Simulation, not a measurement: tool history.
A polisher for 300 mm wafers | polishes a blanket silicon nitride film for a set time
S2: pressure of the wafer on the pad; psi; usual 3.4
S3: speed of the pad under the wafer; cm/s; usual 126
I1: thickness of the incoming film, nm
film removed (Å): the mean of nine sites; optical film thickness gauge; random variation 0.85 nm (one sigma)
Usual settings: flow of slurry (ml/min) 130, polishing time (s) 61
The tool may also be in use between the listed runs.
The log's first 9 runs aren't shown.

Run 10, hour 275: usual settings; I1 421.4. Result: film removed (Å) 1117.
Run 11, hour 287.1: usual settings; I1 424.1. Result: film removed (Å) 1107.
At hour 303.6: worn pad replaced by a new one.
Run 12, hour 310.4: usual settings; I1 424.2. Result: film removed (Å) 1161.
At hour 323.9: head pressure recalibrated.
Run 13, hour 344: usual settings but flow of slurry (ml/min) 115; I1 422.5. Result: film removed (Å) 1140.
Run 14, hour 356.7: usual settings but flow of slurry (ml/min) 115; I1 424.6. Result: film removed (Å) 1146.
At hour 410.4: slurry nozzle cleaned.
Run 15, hour 430.1: usual settings but flow of slurry (ml/min) 115; I1 426.5. Result: film removed (Å) 1137.
Run 16, hour 448.4: usual settings but flow of slurry (ml/min) 145; I1 419.1. Result: film removed (Å) 1159.
Run 17, hour 476.2: usual settings but S2 4.1 psi, S3 154 cm/s, polishing time (s) 50; I1 414.7. Result: film removed (Å) 1294.
Run 18, hour 507.3: usual settings but flow of slurry (ml/min) 150; I1 424.6. Result: film removed (Å) 1157.
Run 19, hour 539: usual settings but S3 148 cm/s, polishing time (s) 45; I1 420.2. Result: film removed (Å) 931.
At hour 571.3: worn pad replaced by a new one.
Run 20, hour 571.8: usual settings but polishing time (s) 41; I1 422.2. Result: film removed (Å) 791.
Run 21, hour 597.5: usual settings but polishing time (s) 77; I1 418.4. Result: film removed (Å) 1453.
Run 22, hour 617.6: usual settings but S2 3.9 psi, S3 84 cm/s; I1 422.8. Result: film removed (Å) 982.
At hour 646.5: slurry nozzle cleaned.
Run 23, hour 648.4: usual settings but flow of slurry (ml/min) 160, polishing time (s) 68; I1 419.9. Result: film removed (Å) 1331.
At hour 661.7: head pressure recalibrated.
Run 24, hour 679.6: usual settings; I1 424.2. Result: film removed (Å) 1161.

Run 25 comes next. What will it give?
Run 25, hour 727.8: usual settings but flow of slurry (ml/min) 170, S3 138 cm/s, polishing time (s) 78; I1 423.4. Result: film removed (Å) ?.

film removed (Å): 1605
Without the tool's hidden state the same run would have given film removed (Å) 1648.
